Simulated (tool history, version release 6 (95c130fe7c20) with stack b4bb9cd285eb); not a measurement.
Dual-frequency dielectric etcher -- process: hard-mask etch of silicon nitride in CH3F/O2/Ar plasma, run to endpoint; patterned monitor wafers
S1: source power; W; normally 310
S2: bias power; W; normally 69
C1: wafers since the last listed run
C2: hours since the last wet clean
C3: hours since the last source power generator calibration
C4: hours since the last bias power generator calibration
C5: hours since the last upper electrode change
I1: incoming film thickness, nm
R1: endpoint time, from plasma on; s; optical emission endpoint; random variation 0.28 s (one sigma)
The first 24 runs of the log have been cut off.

run 25 hour=290.6 | S1=310 S2=69 | C1=140 C2=202.7 C3=3137.3 C4=238.1 C5=110.4 | I1=30.64 | R1=48.9
run 26 hour=306.9 | S1=270 S2=73 | C1=229 C2=219.0 C3=3153.6 C4=254.4 C5=126.7 | I1=30.49 | R1=50.7
run 27 hour=317.4 | S1=310 S2=69 | C1=147 C2=229.5 C3=3164.1 C4=264.9 C5=137.2 | I1=30.71 | R1=49.0
-- hour=337.2 source power generator calibrated
run 28 hour=337.7 | S1=240 S2=62 | C1=229 C2=249.8 C3=0.5 C4=285.2 C5=157.5 | I1=30.93 | R1=58.4
run 29 hour=348.4 | S1=360 S2=78 | C1=150 C2=260.5 C3=11.2 C4=295.9 C5=168.2 | I1=30.95 | R1=44.0
run 30 hour=365.3 | S1=250 S2=78 | C1=237 C2=277.4 C3=28.1 C4=312.8 C5=185.1 | I1=31.03 | R1=52.0
run 31 hour=378.4 | S1=310 S2=69 | C1=184 C2=290.5 C3=41.2 C4=325.9 C5=198.2 | I1=30.86 | R1=49.4
run 32 hour=394.8 | S1=310 S2=54 | C1=230 C2=306.9 C3=57.6 C4=342.3 C5=214.6 | I1=30.98 | R1=54.9
run 33 hour=412.2 | S1=380 S2=64 | C1=244 C2=324.3 C3=75.0 C4=359.7 C5=232.0 | I1=30.85 | R1=46.6
run 34 hour=429.3 | S1=240 S2=56 | C1=240 C2=341.4 C3=92.1 C4=376.8 C5=249.1 | I1=30.77 | R1=59.7
run 35 hour=446.6 | S1=310 S2=69 | C1=243 C2=358.7 C3=109.4 C4=394.1 C5=266.4 | I1=30.77 | R1=49.0
run 36 hour=461.5 | S1=310 S2=69 | C1=209 C2=373.6 C3=124.3 C4=409.0 C5=281.3 | I1=30.90 | R1=49.0

Consider 3 possible next runs. They are alternatives, not a sequence: every one starts from the tool as it was left by run 36. What does each give?
run A hour=461.9 | S1=310 S2=74 | C1=5 C2=374.0 C3=124.7 C4=409.4 C5=281.7 | I1=30.91 | R1=?
run B hour=461.9 | S1=240 S2=52 | C1=5 C2=374.0 C3=124.7 C4=409.4 C5=281.7 | I1=30.91 | R1=?
run C hour=461.9 | S1=280 S2=54 | C1=5 C2=374.0 C3=124.7 C4=409.4 C5=281.7 | I1=30.91 | R1=?

run=A R1=48.1
run=B R1=62.2
run=C R1=57.0
The same runs, with their run-to-run variation unchanged, on a tool lacking any hidden condition would have given:
run=A R1=48.1
run=B R1=62.2
run=C R1=57.0
